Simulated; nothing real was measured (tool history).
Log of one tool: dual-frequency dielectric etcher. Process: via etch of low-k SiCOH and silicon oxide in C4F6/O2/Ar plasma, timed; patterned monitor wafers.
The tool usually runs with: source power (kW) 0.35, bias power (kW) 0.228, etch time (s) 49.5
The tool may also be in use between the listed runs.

run,day,source power (kW),bias power (kW),etch time (s),"read-back reference wafer on the same gauge, depth_nm",mean etch depth across the wafer (Å)
1,0,0.35,0.262,49.5,106,1338
2,1.725,0.35,0.262,49.5,106.1,1346
3,2.767,0.35,0.228,49.5,106.1,1298
4,4.458,0.35,0.228,49.5,105.9,1297
# day 5.542: wet clean of the chamber
5,5.562,0.35,0.228,49.5,106,1271
6,8.012,0.42,0.203,49.5,105.8,1289
7,9.896,0.42,0.203,49.5,105.9,1282
# day 11.092: source power generator calibrated
8,11.892,0.35,0.228,49.5,106,1277
9,14.117,0.3,0.266,59.5,106.1,1563
10,16.508,0.35,0.228,49.5,105.9,1291
# day 16.742: gauge calibrated
# day 20.246: upper electrode replaced
11,20.267,0.35,0.228,63,106,1640
# day 21.467: bias power generator calibrated
# day 21.996: wet clean of the chamber
12,22.017,0.29,0.228,63.5,106,1569
13,22.525,0.35,0.228,49.5,105.9,1278
14,24.917,0.35,0.186,59,106,1450
15,27.279,0.43,0.186,49.5,106,1271
16,28.871,0.43,0.174,61,105.9,1532

Exercise: give the hidden state of the tool at every run:
source power that arrives over what is set, %: 0 in every run
bias power that arrives over what is set, %: 0 in every run
gauge reads high (%): 0 in every run
H1: etch rate over this chamber's usual, %
run,H1
1,2.08
2,2.31
3,2.44
4,2.66
5,0.147
6,0.461
7,0.702
8,0.958
9,1.24
10,1.55
11,2.03
12,0.288
13,0.353
14,0.66
15,0.962
16,1.17
